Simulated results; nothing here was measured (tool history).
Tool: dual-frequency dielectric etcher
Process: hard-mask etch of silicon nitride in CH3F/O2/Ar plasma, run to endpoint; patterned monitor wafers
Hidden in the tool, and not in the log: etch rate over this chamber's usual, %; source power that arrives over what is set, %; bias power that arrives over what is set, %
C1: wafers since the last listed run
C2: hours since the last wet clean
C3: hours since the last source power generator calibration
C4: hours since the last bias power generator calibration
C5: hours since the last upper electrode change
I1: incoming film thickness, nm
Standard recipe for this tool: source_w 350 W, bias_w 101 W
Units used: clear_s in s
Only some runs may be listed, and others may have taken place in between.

Run 1, hour 0: usual settings but bias_w 81 W; C1 0; C2 378.8; C3 3890.3; C4 3342.7; C5 2579.3; I1 52.2. Result: clear_s 70.9 s.
At hour 32.4: wet clean of the chamber.
Run 2, hour 53.6: usual settings but bias_w 81 W; C1 302; C2 21.2; C3 3943.9; C4 3396.3; C5 2632.9; I1 53.3. Result: clear_s 72.6 s.
Run 3, hour 264.5: usual settings but bias_w 81 W; C1 2154; C2 232.1; C3 4154.8; C4 3607.2; C5 2843.8; I1 53. Result: clear_s 72.6 s.
Run 4, hour 353.4: usual settings; C1 908; C2 321; C3 4243.7; C4 3696.1; C5 2932.7; I1 52.8. Result: clear_s 68.7 s.
Run 5, hour 422.8: usual settings but source_w 420 W, bias_w 111 W; C1 709; C2 390.4; C3 4313.1; C4 3765.5; C5 3002.1; I1 52.5. Result: clear_s 64.1 s.
Run 6, hour 507.8: usual settings but source_w 420 W, bias_w 111 W; C1 868; C2 475.4; C3 4398.1; C4 3850.5; C5 3087.1; I1 52.3. Result: clear_s 63.6 s.
At hour 561.9: wet clean of the chamber.
Run 7, hour 595.9: usual settings but source_w 400 W; C1 654; C2 34; C3 4486.2; C4 3938.6; C5 3175.2; I1 52.9. Result: clear_s 66.6 s.
Run 8, hour 685.6: usual settings; C1 916; C2 123.7; C3 4575.9; C4 4028.3; C5 3264.9; I1 52.5. Result: clear_s 68.4 s.
Run 9, hour 753.9: usual settings; C1 697; C2 192; C3 4644.2; C4 4096.6; C5 3333.2; I1 53. Result: clear_s 69 s.
Run 10, hour 810.8: usual settings; C1 581; C2 248.9; C3 4701.1; C4 4153.5; C5 3390.1; I1 51.6. Result: clear_s 66.7 s.
Run 11, hour 897.5: usual settings but bias_w 113 W; C1 885; C2 335.6; C3 4787.8; C4 4240.2; C5 3476.8; I1 52.4. Result: clear_s 66.9 s.
Run 12, hour 935.6: usual settings but bias_w 109 W; C1 389; C2 373.7; C3 4825.9; C4 4278.3; C5 3514.9; I1 52.2. Result: clear_s 67 s.
Run 13, hour 1005: usual settings; C1 709; C2 443.1; C3 4895.3; C4 4347.7; C5 3584.3; I1 52.3. Result: clear_s 68.1 s.
At hour 1015.7: bias power generator calibrated.
Run 14, hour 1044.1: usual settings but source_w 280 W, bias_w 119 W; C1 358; C2 482.2; C3 4934.4; C4 28.4; C5 3623.4; I1 52.4. Result: clear_s 69.5 s.
At hour 1050.5: source power generator calibrated.
At hour 1083.4: wet clean of the chamber.
Run 15, hour 1092.3: usual settings but source_w 410 W, bias_w 82 W; C1 206; C2 8.9; C3 41.8; C4 76.6; C5 3671.6; I1 52.5. Result: clear_s 68.6 s.
At hour 1150.1: upper electrode replaced.
Run 16, hour 1150.6: usual settings but source_w 420 W, bias_w 108 W; C1 350; C2 67.2; C3 100.1; C4 134.9; C5 0.5; I1 52.6. Result: clear_s 64.3 s.
Run 17, hour 1221.9: usual settings but source_w 430 W, bias_w 120 W; C1 728; C2 138.5; C3 171.4; C4 206.2; C5 71.8; I1 53. Result: clear_s 62.8 s.
Run 18, hour 1265.6: usual settings; C1 446; C2 182.2; C3 215.1; C4 249.9; C5 115.5; I1 52.5. Result: clear_s 68.4 s.
Run 19, hour 1332: usual settings but bias_w 115 W; C1 678; C2 248.6; C3 281.5; C4 316.3; C5 181.9; I1 52.2. Result: clear_s 66.1 s.
Run 20, hour 1459.7: usual settings but source_w 420 W; C1 1304; C2 376.3; C3 409.2; C4 444; C5 309.6; I1 52.1. Result: clear_s 64.6 s.
At hour 1505.8: wet clean of the chamber.
Run 21, hour 1506.3: usual settings but source_w 390 W; C1 230; C2 0.5; C3 455.8; C4 490.6; C5 356.2; I1 52.5. Result: clear_s 66.9 s.

Alternative continuations, all from the tool just after run 21; predict every row:
Run A, hour 1506.7: usual settings but bias_w 77 W; C1 4; C2 0.9; C3 456.2; C4 491; C5 356.6; I1 52.1. Result: clear_s ?.
Run B, hour 1506.7: usual settings but source_w 290 W, bias_w 91 W; C1 4; C2 0.9; C3 456.2; C4 491; C5 356.6; I1 52.1. Result: clear_s ?.
Run C, hour 1506.7: usual settings but source_w 430 W, bias_w 117 W; C1 4; C2 0.9; C3 456.2; C4 491; C5 356.6; I1 52.1. Result: clear_s ?.
Run D, hour 1506.7: usual settings but source_w 410 W, bias_w 89 W; C1 4; C2 0.9; C3 456.2; C4 491; C5 356.6; I1 52.1. Result: clear_s ?.
Run E, hour 1506.7: usual settings but source_w 300 W, bias_w 111 W; C1 4; C2 0.9; C3 456.2; C4 491; C5 356.6; I1 52.1. Result: clear_s ?.

run  clear_s
  A     71.4
  B     72.6
  C       62
  D     66.5
  E     69.1
Without the tool's unlogged condition, the same runs would have read:
run  clear_s
  A     71.4
  B     72.6
  C       62
  D     66.5
  E     69.1
